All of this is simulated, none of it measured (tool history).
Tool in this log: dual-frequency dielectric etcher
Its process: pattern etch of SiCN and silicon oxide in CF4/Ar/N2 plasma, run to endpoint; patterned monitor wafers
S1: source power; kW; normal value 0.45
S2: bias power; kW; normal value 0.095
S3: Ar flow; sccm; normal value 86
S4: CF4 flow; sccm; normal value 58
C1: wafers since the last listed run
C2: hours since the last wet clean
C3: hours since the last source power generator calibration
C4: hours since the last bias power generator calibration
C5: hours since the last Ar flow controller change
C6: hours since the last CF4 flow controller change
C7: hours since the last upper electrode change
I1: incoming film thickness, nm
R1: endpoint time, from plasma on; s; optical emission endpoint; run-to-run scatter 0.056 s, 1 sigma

run   hour    S1     S2  S3  S4   C1     C2      C3      C4      C5      C6      C7     I1    R1
  1      0  0.45  0.095  86  58    0  555.9  3863.6  1849.7  1795.4    2276  5665.1  16.41  19.3
  2    9.1  0.45  0.095  98  58  178    565  3872.7  1858.8  1804.5  2285.1  5674.2  16.54  19.9
      57.7  -- CF4 flow controller replaced
      68.5  -- wet clean of the chamber
        78  -- upper electrode replaced
  3   78.5  0.45  0.095  98  58  845     10  3942.1  1928.2  1873.9    20.8     0.5  16.66  19.6
  4   78.8  0.45  0.095  86  58    5   10.3  3942.4  1928.5  1874.2    21.1     0.8  16.44  18.9
  5   79.2  0.45  0.095  86  58    7   10.7  3942.8  1928.9  1874.6    21.5     1.2  16.65  19.3
  6   84.4  0.45  0.095  86  58  101   15.9    3948  1934.1  1879.8    26.7     6.4  16.48  19.1
      92.6  -- source power generator calibrated
  7   93.1  0.45  0.095  86  58   92   24.6     0.5  1942.8  1888.5    35.4    15.1  16.51  19.2
  8  105.6  0.45  0.095  86  58  245   37.1      13  1955.3    1901    47.9    27.6  16.49  19.3
  9  114.3  0.54  0.108  86  48  170   45.8    21.7    1964  1909.7    56.6    36.3  16.63  15.9
 10  122.5   0.5  0.095  73  47  160     54    29.9  1972.2  1917.9    64.8    44.5  16.33  17.4
     130.6  -- Ar flow controller replaced
       133  -- bias power generator calibrated
 11  140.1  0.42  0.073  86  51  182   71.6    47.5     7.1     9.5    82.4    62.1  16.56  23.8
 12  154.3  0.45  0.095  86  58  278   85.8    61.7    21.3    23.7    96.6    76.3  16.34  19.1
 13  162.5  0.45  0.095  71  72  160     94    69.9    29.5    31.9   104.8    84.5   16.4  18.4
 14    176  0.37  0.106  86  49  264  107.5    83.4      43    45.4   118.3      98  16.37  21.3

Give the tool's hidden conditions for every run:
source power that arrives over what is set, %: 0 across all the runs
bias power that arrives over what is set, %: 0 across all the runs
Ar flow that arrives over what is set, %: 0 across all the runs
CF4 flow that arrives over what is set, %: 0 across all the runs
H1: etch rate over this chamber's usual, %
run     H1
  1  -3.85
  2  -3.93
  3  -1.97
  4  -1.97
  5  -1.97
  6  -2.02
  7  -2.09
  8   -2.2
  9  -2.28
 10  -2.35
 11   -2.5
 12  -2.63
 13   -2.7
 14  -2.82
